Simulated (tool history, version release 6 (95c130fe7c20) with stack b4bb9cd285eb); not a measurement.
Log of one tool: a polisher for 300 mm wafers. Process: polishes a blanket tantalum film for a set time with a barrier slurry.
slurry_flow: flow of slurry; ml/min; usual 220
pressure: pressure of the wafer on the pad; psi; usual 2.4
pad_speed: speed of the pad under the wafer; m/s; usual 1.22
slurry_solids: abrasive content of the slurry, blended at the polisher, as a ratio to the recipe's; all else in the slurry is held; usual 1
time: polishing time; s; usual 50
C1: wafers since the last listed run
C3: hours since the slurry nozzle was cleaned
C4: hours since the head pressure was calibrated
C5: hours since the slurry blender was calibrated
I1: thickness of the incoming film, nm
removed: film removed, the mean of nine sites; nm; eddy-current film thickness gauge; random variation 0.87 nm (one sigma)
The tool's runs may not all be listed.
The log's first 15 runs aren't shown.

Run 16, hour 379.5: usual settings but slurry_flow 255 ml/min, pressure 1.9 psi, slurry_solids 0.75; C1 210; wafers polished on this pad 598; C3 162.6; C4 36.1; C5 194.6; I1 343.4. Result: removed 80.3 nm.
Run 17, hour 412.5: usual settings but slurry_flow 275 ml/min, pressure 2.1 psi, time 67 s; C1 208; wafers polished on this pad 807; C3 195.6; C4 69.1; C5 227.6; I1 342.7. Result: removed 143 nm.
Run 18, hour 439.9: usual settings but slurry_flow 145 ml/min, pad_speed 1.56 m/s, time 37 s; C1 173; wafers polished on this pad 980; C3 223; C4 96.5; C5 255; I1 332.5. Result: removed 89.9 nm.
Run 19, hour 452.1: usual settings but pressure 1.9 psi, pad_speed 1.4 m/s, time 39 s; C1 77; wafers polished on this pad 1057; C3 235.2; C4 108.7; C5 267.2; I1 334.6. Result: removed 78 nm.
At hour 457.6: worn pad replaced by a new one.
Run 20, hour 476.2: usual settings; C1 127; wafers polished on this pad 117; C3 259.3; C4 132.8; C5 291.3; I1 336.1. Result: removed 115.8 nm.
At hour 484.4: slurry blender recalibrated.
Run 21, hour 500.7: usual settings but slurry_flow 255 ml/min, slurry_solids 0.85; C1 142; wafers polished on this pad 260; C3 283.8; C4 157.3; C5 16.3; I1 339.8. Result: removed 108.5 nm.
Run 22, hour 515.7: usual settings but slurry_flow 255 ml/min; C1 94; wafers polished on this pad 355; C3 298.8; C4 172.3; C5 31.3; I1 340.2. Result: removed 120.3 nm.
Run 23, hour 538.4: usual settings but pad_speed 0.9 m/s, time 65 s; C1 143; wafers polished on this pad 498; C3 321.5; C4 195; C5 54; I1 343.4. Result: removed 127.8 nm.
At hour 639.5: worn pad replaced by a new one.
Run 24, hour 644.5: usual settings; C1 646; wafers polished on this pad 31; C3 427.6; C4 301.1; C5 160.1; I1 341. Result: removed 115.8 nm.
At hour 657.3: slurry nozzle cleaned.
Run 25, hour 672.8: usual settings but pressure 1.6 psi, slurry_solids 1.2, time 64 s; C1 172; wafers polished on this pad 204; C3 15.5; C4 329.4; C5 188.4; I1 338.4. Result: removed 113.4 nm.
Run 26, hour 696.4: usual settings; C1 149; wafers polished on this pad 353; C3 39.1; C4 353; C5 212; I1 341.2. Result: removed 123.4 nm.
At hour 714: slurry blender recalibrated.
Run 27, hour 714.5: usual settings but slurry_flow 155 ml/min, pressure 1.8 psi, slurry_solids 1.15; C1 101; wafers polished on this pad 455; C3 57.2; C4 371.1; C5 0.5; I1 343.5. Result: removed 92.1 nm.
Run 28, hour 728.2: usual settings but pad_speed 1.56 m/s, slurry_solids 1.25; C1 86; wafers polished on this pad 542; C3 70.9; C4 384.8; C5 14.2; I1 341.5. Result: removed 156.7 nm.
Run 29, hour 742.3: usual settings but slurry_flow 180 ml/min, pressure 1.8 psi, slurry_solids 1.2; C1 89; wafers polished on this pad 631; C3 85; C4 398.9; C5 28.3; I1 344. Result: removed 95.4 nm.
Run 30, hour 757.4: usual settings but slurry_flow 200 ml/min, time 58 s; C1 95; wafers polished on this pad 727; C3 100.1; C4 414; C5 43.4; I1 347.8. Result: removed 139.4 nm.

4 ways to go on from here, each from the tool as it stands after run 30. What would each give?
Run A, hour 757.8: usual settings; C1 2; wafers polished on this pad 729; C3 100.5; C4 414.4; C5 43.8; I1 343.8. Result: removed ?.
Run B, hour 757.8: usual settings but slurry_flow 245 ml/min, pad_speed 1.58 m/s; C1 2; wafers polished on this pad 729; C3 100.5; C4 414.4; C5 43.8; I1 343.8. Result: removed ?.
Run C, hour 757.8: usual settings but pressure 2 psi; C1 2; wafers polished on this pad 729; C3 100.5; C4 414.4; C5 43.8; I1 343.8. Result: removed ?.
Run D, hour 757.8: usual settings but slurry_solids 1.2; C1 2; wafers polished on this pad 729; C3 100.5; C4 414.4; C5 43.8; I1 343.8. Result: removed ?.

run  removed
  A    122.9
  B    147.8
  C    102.4
  D    131.8
Without the tool's hidden state the same runs would have given:
run  removed
  A    122.5
  B    146.7
  C    102.1
  D    131.3
